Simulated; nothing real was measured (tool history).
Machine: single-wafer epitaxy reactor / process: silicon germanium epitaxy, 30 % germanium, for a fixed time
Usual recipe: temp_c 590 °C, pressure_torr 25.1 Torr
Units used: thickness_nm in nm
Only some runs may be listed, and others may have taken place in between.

| run | hour | temp_c | pressure_torr | read-back reference wafer on the same gauge, thickness_nm | thickness_nm |
|---|---|---|---|---|---|
| 1 | 0 | 590 | 25.1 | 59.531 | 53.163 |
| 2 | 32.4 | 590 | 25.1 | 59.5 | 53.234 |
| 3 | 89.2 | 590 | 25.1 | 59.465 | 53.149 |
| 4 | 149.6 | 590 | 25.1 | 59.463 | 52.678 |
| 5 | 200.6 | 590 | 25.1 | 59.476 | 52.457 |
| 6 | 241.5 | 590 | 25.1 | 59.49 | 52.4 |
| 7 | 292.1 | 590 | 25.1 | 59.471 | 52.163 |
| 8 | 338.3 | 590 | 25.1 | 59.519 | 51.86 |
| 9 | 367.5 | 590 | 25.1 | 59.52 | 52.049 |
| 10 | 414.3 | 601 | 25.1 | 59.494 | 61.9 |
| 11 | 445 | 601 | 25.1 | 59.408 | 61.616 |
|  | 478 | showerhead replaced |
|  | 496 | gauge calibrated |
| 12 | 582 | 600 | 30.8 | 59.524 | 68.604 |
|  | 632.5 | pyrometer calibrated |
| 13 | 633 | 581 | 26.7 | 59.464 | 48.796 |
|  | 748.2 | capacitance manometer re-zeroed and calibrated |
| 14 | 833 | 596 | 25.1 | 59.506 | 59.887 |
| 15 | 884.1 | 580 | 19 | 59.522 | 37.115 |
| 16 | 951.2 | 579 | 20 | 59.509 | 38.228 |
| 17 | 986.1 | 590 | 25.1 | 59.496 | 54.533 |
| 18 | 1025.8 | 583 | 25.1 | 59.536 | 48.232 |
| 19 | 1071 | 584 | 25.1 | 59.574 | 49.237 |
| 20 | 1106.1 | 590 | 25.1 | 59.531 | 53.866 |
| 21 | 1154.7 | 582 | 21.7 | 59.501 | 42.325 |
| 22 | 1352.4 | 590 | 25.1 | 59.6 | 53.614 |
| 23 | 1491 | 590 | 28.1 | 59.439 | 56.79 |

State the hidden condition of the tool at each of the runs:
true pressure above the setpoint (%): 0 at every run
gauge reads high (%): 0 at every run
H1: wafer temperature above the value expected at the setpoint (K)
| run | H1 |
|---|---|
| 1 | -1.23 |
| 2 | -1.33 |
| 3 | -1.5 |
| 4 | -1.71 |
| 5 | -1.9 |
| 6 | -2.06 |
| 7 | -2.27 |
| 8 | -2.48 |
| 9 | -2.61 |
| 10 | -2.84 |
| 11 | -2.99 |
| 12 | -3.74 |
| 13 | 0.39 |
| 14 | 0.287 |
| 15 | 0.228 |
| 16 | 0.13 |
| 17 | 0.0699 |
| 18 | -0.00604 |
| 19 | -0.102 |
| 20 | -0.184 |
| 21 | -0.308 |
| 22 | -0.938 |
| 23 | -1.5 |

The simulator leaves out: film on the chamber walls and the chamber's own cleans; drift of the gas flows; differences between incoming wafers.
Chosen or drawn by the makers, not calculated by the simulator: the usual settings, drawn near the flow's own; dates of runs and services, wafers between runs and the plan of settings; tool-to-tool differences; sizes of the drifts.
